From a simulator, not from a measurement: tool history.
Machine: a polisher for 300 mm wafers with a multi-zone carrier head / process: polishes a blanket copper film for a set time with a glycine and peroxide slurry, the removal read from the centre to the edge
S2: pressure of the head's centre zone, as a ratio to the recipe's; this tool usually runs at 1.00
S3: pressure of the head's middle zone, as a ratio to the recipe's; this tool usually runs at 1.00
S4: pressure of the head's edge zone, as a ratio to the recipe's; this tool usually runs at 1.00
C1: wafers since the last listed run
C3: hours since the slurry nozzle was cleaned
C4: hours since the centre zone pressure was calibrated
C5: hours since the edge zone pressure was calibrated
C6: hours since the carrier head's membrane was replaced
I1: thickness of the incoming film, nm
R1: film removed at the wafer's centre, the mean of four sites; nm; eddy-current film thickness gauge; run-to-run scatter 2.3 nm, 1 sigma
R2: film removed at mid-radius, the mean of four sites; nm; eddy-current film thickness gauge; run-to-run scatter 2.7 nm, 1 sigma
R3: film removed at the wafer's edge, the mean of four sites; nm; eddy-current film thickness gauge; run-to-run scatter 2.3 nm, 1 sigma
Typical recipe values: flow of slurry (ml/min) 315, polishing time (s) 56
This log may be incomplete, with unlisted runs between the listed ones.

{"run": 1, "day": 0.0, "flow of slurry (ml/min)": 315, "S2": 1.0, "S3": 1.0, "S4": 1.0, "polishing time (s)": 56, "C1": 0, "wafers polished on this pad": 1224, "C3": 341.7, "C4": 393.8, "C5": 639.1, "C6": 1024.9, "I1": 2239.3, "R1": 182.4, "R2": 185.1, "R3": 198.4}
{"run": 2, "day": 4.329, "flow of slurry (ml/min)": 315, "S2": 1.0, "S3": 0.92, "S4": 1.0, "polishing time (s)": 56, "C1": 897, "wafers polished on this pad": 2122, "C3": 445.6, "C4": 497.7, "C5": 743.0, "C6": 1128.8, "I1": 2215.7, "R1": 183.5, "R2": 171.2, "R3": 196.8}
{"run": 3, "day": 8.404, "flow of slurry (ml/min)": 315, "S2": 1.0, "S3": 1.05, "S4": 1.0, "polishing time (s)": 56, "C1": 844, "wafers polished on this pad": 2967, "C3": 543.4, "C4": 595.5, "C5": 840.8, "C6": 1226.6, "I1": 2286.2, "R1": 179.6, "R2": 190.7, "R3": 194.0}
{"run": 4, "day": 12.038, "flow of slurry (ml/min)": 315, "S2": 1.0, "S3": 1.05, "S4": 1.0, "polishing time (s)": 56, "C1": 753, "wafers polished on this pad": 3720, "C3": 630.6, "C4": 682.7, "C5": 928.0, "C6": 1313.8, "I1": 2250.9, "R1": 178.3, "R2": 187.1, "R3": 192.2}
{"day": 16.242, "done": "slurry nozzle cleaned"}
{"day": 17.029, "done": "worn pad replaced by a new one"}
{"run": 5, "day": 25.321, "flow of slurry (ml/min)": 315, "S2": 1.0, "S3": 1.0, "S4": 1.0, "polishing time (s)": 56, "C1": 2710, "wafers polished on this pad": 1718, "C3": 217.9, "C4": 1001.5, "C5": 1246.8, "C6": 1632.6, "I1": 2237.4, "R1": 196.3, "R2": 189.8, "R3": 205.2}
{"day": 25.742, "done": "edge zone pressure recalibrated"}
{"run": 6, "day": 27.642, "flow of slurry (ml/min)": 315, "S2": 1.0, "S3": 1.0, "S4": 1.1, "polishing time (s)": 56, "C1": 463, "wafers polished on this pad": 2182, "C3": 273.6, "C4": 1057.2, "C5": 45.6, "C6": 1688.3, "I1": 2244.9, "R1": 188.7, "R2": 189.1, "R3": 209.1}
{"run": 7, "day": 31.054, "flow of slurry (ml/min)": 315, "S2": 1.0, "S3": 1.0, "S4": 1.0, "polishing time (s)": 56, "C1": 707, "wafers polished on this pad": 2889, "C3": 355.5, "C4": 1139.1, "C5": 127.5, "C6": 1770.2, "I1": 2278.9, "R1": 185.8, "R2": 191.1, "R3": 197.2}
{"run": 8, "day": 34.0, "flow of slurry (ml/min)": 220, "S2": 1.0, "S3": 1.0, "S4": 0.88, "polishing time (s)": 56, "C1": 610, "wafers polished on this pad": 3500, "C3": 426.2, "C4": 1209.8, "C5": 198.2, "C6": 1840.9, "I1": 2277.4, "R1": 151.2, "R2": 152.5, "R3": 162.0}
{"run": 9, "day": 35.788, "flow of slurry (ml/min)": 315, "S2": 1.0, "S3": 1.0, "S4": 1.0, "polishing time (s)": 56, "C1": 370, "wafers polished on this pad": 3871, "C3": 469.1, "C4": 1252.7, "C5": 241.1, "C6": 1883.8, "I1": 2250.8, "R1": 178.2, "R2": 179.8, "R3": 196.1}
{"day": 37.45, "done": "worn pad replaced by a new one"}
{"day": 37.812, "done": "carrier head's membrane replaced by a new one"}
{"run": 10, "day": 37.833, "flow of slurry (ml/min)": 240, "S2": 1.06, "S3": 1.0, "S4": 0.89, "polishing time (s)": 41, "C1": 346, "wafers polished on this pad": 36, "C3": 518.2, "C4": 1301.8, "C5": 290.2, "C6": 0.5, "I1": 2200.5, "R1": 119.9, "R2": 116.2, "R3": 125.4}
{"run": 11, "day": 40.108, "flow of slurry (ml/min)": 315, "S2": 0.9, "S3": 0.96, "S4": 1.0, "polishing time (s)": 56, "C1": 471, "wafers polished on this pad": 508, "C3": 572.8, "C4": 1356.4, "C5": 344.8, "C6": 55.1, "I1": 2220.1, "R1": 158.2, "R2": 169.9, "R3": 190.8}
{"day": 41.258, "done": "slurry nozzle cleaned"}
{"day": 42.008, "done": "centre zone pressure recalibrated"}
{"run": 12, "day": 43.883, "flow of slurry (ml/min)": 355, "S2": 0.94, "S3": 1.0, "S4": 0.91, "polishing time (s)": 56, "C1": 756, "wafers polished on this pad": 1264, "C3": 63.0, "C4": 45.0, "C5": 435.4, "C6": 145.7, "I1": 2259.6, "R1": 200.0, "R2": 208.2, "R3": 210.1}
{"run": 13, "day": 49.208, "flow of slurry (ml/min)": 315, "S2": 1.0, "S3": 1.0, "S4": 1.0, "polishing time (s)": 56, "C1": 1103, "wafers polished on this pad": 2368, "C3": 190.8, "C4": 172.8, "C5": 563.2, "C6": 273.5, "I1": 2237.0, "R1": 199.3, "R2": 202.8, "R3": 206.9}
{"run": 14, "day": 51.088, "flow of slurry (ml/min)": 315, "S2": 1.0, "S3": 1.0, "S4": 1.0, "polishing time (s)": 56, "C1": 389, "wafers polished on this pad": 2758, "C3": 235.9, "C4": 217.9, "C5": 608.3, "C6": 318.6, "I1": 2238.6, "R1": 196.6, "R2": 202.0, "R3": 205.4}
{"day": 56.462, "done": "worn pad replaced by a new one"}
{"run": 15, "day": 57.933, "flow of slurry (ml/min)": 315, "S2": 1.0, "S3": 1.0, "S4": 1.1, "polishing time (s)": 56, "C1": 1384, "wafers polished on this pad": 304, "C3": 400.2, "C4": 382.2, "C5": 772.6, "C6": 482.9, "I1": 2248.3, "R1": 191.4, "R2": 193.1, "R3": 211.5}
{"run": 16, "day": 66.479, "flow of slurry (ml/min)": 215, "S2": 0.92, "S3": 1.0, "S4": 1.0, "polishing time (s)": 64, "C1": 1771, "wafers polished on this pad": 2076, "C3": 605.3, "C4": 587.3, "C5": 977.7, "C6": 688.0, "I1": 2252.8, "R1": 159.9, "R2": 182.5, "R3": 203.9}
{"run": 17, "day": 68.875, "flow of slurry (ml/min)": 215, "S2": 0.92, "S3": 1.0, "S4": 1.0, "polishing time (s)": 64, "C1": 496, "wafers polished on this pad": 2572, "C3": 662.8, "C4": 644.8, "C5": 1035.2, "C6": 745.5, "I1": 2234.4, "R1": 160.7, "R2": 180.2, "R3": 201.6}
{"run": 18, "day": 71.567, "flow of slurry (ml/min)": 380, "S2": 1.1, "S3": 1.0, "S4": 1.0, "polishing time (s)": 56, "C1": 558, "wafers polished on this pad": 3130, "C3": 727.4, "C4": 709.4, "C5": 1099.8, "C6": 810.1, "I1": 2241.3, "R1": 212.1, "R2": 197.6, "R3": 204.6}
{"day": 72.508, "done": "slurry nozzle cleaned"}
{"run": 19, "day": 73.338, "flow of slurry (ml/min)": 315, "S2": 0.95, "S3": 1.0, "S4": 1.04, "polishing time (s)": 56, "C1": 358, "wafers polished on this pad": 3489, "C3": 19.9, "C4": 751.9, "C5": 1142.3, "C6": 852.6, "I1": 2263.2, "R1": 198.2, "R2": 211.1, "R3": 220.9}
{"day": 75.217, "done": "worn pad replaced by a new one"}
{"run": 20, "day": 76.758, "flow of slurry (ml/min)": 315, "S2": 0.92, "S3": 0.95, "S4": 1.0, "polishing time (s)": 56, "C1": 674, "wafers polished on this pad": 319, "C3": 102.0, "C4": 834.0, "C5": 1224.4, "C6": 934.7, "I1": 2271.3, "R1": 190.3, "R2": 198.4, "R3": 213.3}
{"run": 21, "day": 78.842, "flow of slurry (ml/min)": 315, "S2": 1.0, "S3": 1.0, "S4": 1.0, "polishing time (s)": 39, "C1": 431, "wafers polished on this pad": 751, "C3": 152.0, "C4": 884.0, "C5": 1274.4, "C6": 984.7, "I1": 2235.9, "R1": 142.5, "R2": 144.7, "R3": 147.2}

Pick out some run-to-run changes in R1. Of each, how much would a tool without hidden state show as well, from the settings, what came in and chance, and how much is left for the hidden state and any gauge scatter not in both results compared?
The tool's hidden condition here consists of: removal rate lost through wear of the pad, %; slurry flow missing at the pad, %; deviation of the centre zone's pressure from its setpoint, %; deviation of the edge zone's pressure from its setpoint, %.
Run 9 -> 10: flow of slurry (ml/min) 315 -> 240, S2 1.00 -> 1.06, S4 1.00 -> 0.89, polishing time (s) 56 -> 41, worn pad replaced by a new one, carrier head's membrane replaced by a new one. R1 -58.3 nm: hidden state -4.5, all else -53.8.
Run 11 -> 12: flow of slurry (ml/min) 315 -> 355, S2 0.90 -> 0.94, S3 0.96 -> 1.00, S4 1.00 -> 0.91, slurry nozzle cleaned, centre zone pressure recalibrated. R1 +41.8 nm: hidden state +30.1, all else +11.7.
Run 17 -> 18: flow of slurry (ml/min) 215 -> 380, S2 0.92 -> 1.10, polishing time (s) 64 -> 56. R1 +51.4 nm: hidden state +21.0, all else +30.4.
Run 18 -> 19: flow of slurry (ml/min) 380 -> 315, S2 1.10 -> 0.95, S4 1.00 -> 1.04, slurry nozzle cleaned. R1 -13.9 nm: hidden state +22.8, all else -36.7.
